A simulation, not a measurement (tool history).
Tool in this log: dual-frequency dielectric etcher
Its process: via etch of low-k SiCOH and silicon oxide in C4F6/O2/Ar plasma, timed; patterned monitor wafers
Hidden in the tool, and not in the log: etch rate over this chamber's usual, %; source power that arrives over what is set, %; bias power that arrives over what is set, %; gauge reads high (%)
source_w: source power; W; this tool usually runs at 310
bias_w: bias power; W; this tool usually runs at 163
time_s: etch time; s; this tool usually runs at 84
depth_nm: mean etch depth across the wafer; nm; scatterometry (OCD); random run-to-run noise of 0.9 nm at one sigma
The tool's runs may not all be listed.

run   hour  source_w  bias_w  time_s  wafers since the last listed run  hours since the last wet clean  hours since the last source power generator calibration  hours since the last bias power generator calibration  hours since the last upper electrode change  hours since the gauge calibration  read-back reference wafer on the same gauge, depth_nm  depth_nm
  1      0       310     163      84                                 0                           289.3                                                     3276                                                 2318.4                                         1827                              287.1                                                  188.2       208
  2   28.7       310     148      84                               360                             318                                                   3304.7                                                 2347.1                                       1855.7                              315.8                                                  187.6     200.3
  3   58.5       310     163      84                               374                           347.8                                                   3334.5                                                 2376.9                                       1885.5                              345.6                                                  188.4     205.8
  4   89.9       310     163      84                               394                           379.2                                                   3365.9                                                 2408.3                                       1916.9                                377                                                  188.1     205.9
  5    106       310     163      84                               202                           395.3                                                     3382                                                 2424.4                                         1933                              393.1                                                  188.2     203.8
  6  121.5       310     163      84                               194                           410.8                                                   3397.5                                                 2439.9                                       1948.5                              408.6                                                  187.7       205
  7  141.6       310     163      84                               252                           430.9                                                   3417.6                                                   2460                                       1968.6                              428.7                                                  188.2     203.8
  8  176.7       310     163      84                               441                             466                                                   3452.7                                                 2495.1                                       2003.7                              463.8                                                  187.9     202.3
     205.5  -- wet clean of the chamber
  9    206       310     163      84                                66                             0.5                                                     3482                                                 2524.4                                         2033                              493.1                                                  188.1       209
 10  208.8       310     163      84                                35                             3.3                                                   3484.8                                                 2527.2                                       2035.8                              495.9                                                    188     210.1
 11  249.3       310     163    75.5                               509                            43.8                                                   3525.3                                                 2567.7                                       2076.3                              536.4                                                    188     188.5
     287.7  -- source power generator calibrated
     299.4  -- upper electrode replaced
 12  299.9       310     163    75.5                               439                            94.4                                                     12.2                                                 2618.3                                          0.5                                587                                                  187.8     186.8
 13    316       310     163      84                               202                           110.5                                                     28.3                                                 2634.4                                         16.6                              603.1                                                  188.2     208.2
 14  334.5       310     163      84                               232                             129                                                     46.8                                                 2652.9                                         35.1                              621.6                                                  187.9     207.8
 15  358.5       390     163      84                               301                             153                                                     70.8                                                 2676.9                                         59.1                              645.6                                                    188     223.8
 16  385.3       290     136      97                               337                           179.8                                                     97.6                                                 2703.7                                         85.9                              672.4                                                  188.4     221.6
 17  408.8       260     131      91                               295                           203.3                                                    121.1                                                 2727.2                                        109.4                              695.9                                                  187.9     196.9
     428.8  -- bias power generator calibrated
 18  433.7       270     163      84                               262                           228.2                                                      146                                                    4.9                                        134.3                              720.8                                                  187.8       197
     450.8  -- gauge calibrated
 19    451       310     182   102.5                               217                           245.5                                                    163.3                                                   22.2                                        151.6                                0.2                                                  188.1     258.7
 20  467.4       310     163      84                               206                           261.9                                                    179.7                                                   38.6                                          168                               16.6                                                  188.1     204.3
 21  484.2       240     133      64                               211                           278.7                                                    196.5                                                   55.4                                        184.8                               33.4                                                    188     134.6
 22  512.8       310     163      84                               359                           307.3                                                    225.1                                                     84                                        213.4                                 62                                                  188.1     203.8
 23  545.3       290     163   101.5                               408                           339.8                                                    257.6                                                  116.5                                        245.9                               94.5                                                  187.9     241.4
 24  567.2       310     185      84                               275                           361.7                                                    279.5                                                  138.4                                        267.8                              116.4                                                  188.1     212.2
 25  586.5       310     196      64                               242                             381                                                    298.8                                                  157.7                                        287.1                              135.7                                                    188     163.9
 26  615.3       270     163      84                               362                           409.8                                                    327.6                                                  186.5                                        315.9                              164.5                                                  187.9     193.5
 27  636.5       310     163      84                               266                             431                                                    348.8                                                  207.7                                        337.1                              185.7                                                  187.8     202.5
     728.7  -- wet clean of the chamber
 28  744.2       310     163      84                              1052                            15.5                                                    456.5                                                  315.4                                        444.8                              293.4                                                  188.2     215.6
 29  774.8       350     180      92                               384                            46.1                                                    487.1                                                    346                                        475.4                                324                                                  187.7     254.2
 30  787.8       310     163    75.5                               163                            59.1                                                    500.1                                                    359                                        488.4                                337                                                  188.4     193.1
 31  802.4       270     189    96.5                               183                            73.7                                                    514.7                                                  373.6                                          503                              351.6                                                  187.9     248.4

Alternative continuations, all from the tool just after run 31; predict every row:
  A  802.8       310     163   107.5                                 5                            74.1                                                    515.1                                                    374                                        503.4                                352                                                      ?         ?
  B  802.8       270     192      84                                 5                            74.1                                                    515.1                                                    374                                        503.4                                352                                                      ?         ?
  C  802.8       230     179     101                                 5                            74.1                                                    515.1                                                    374                                        503.4                                352                                                      ?         ?

run  read-back reference wafer on the same gauge, depth_nm  depth_nm
  A                                                  187.8     275.3
  B                                                  187.8     217.8
  C                                                  187.8     243.8
Take away the tool's hidden state, keep each run's random variation, and the runs would have read:
run  depth_nm
  A     273.8
  B     216.6
  C     242.4
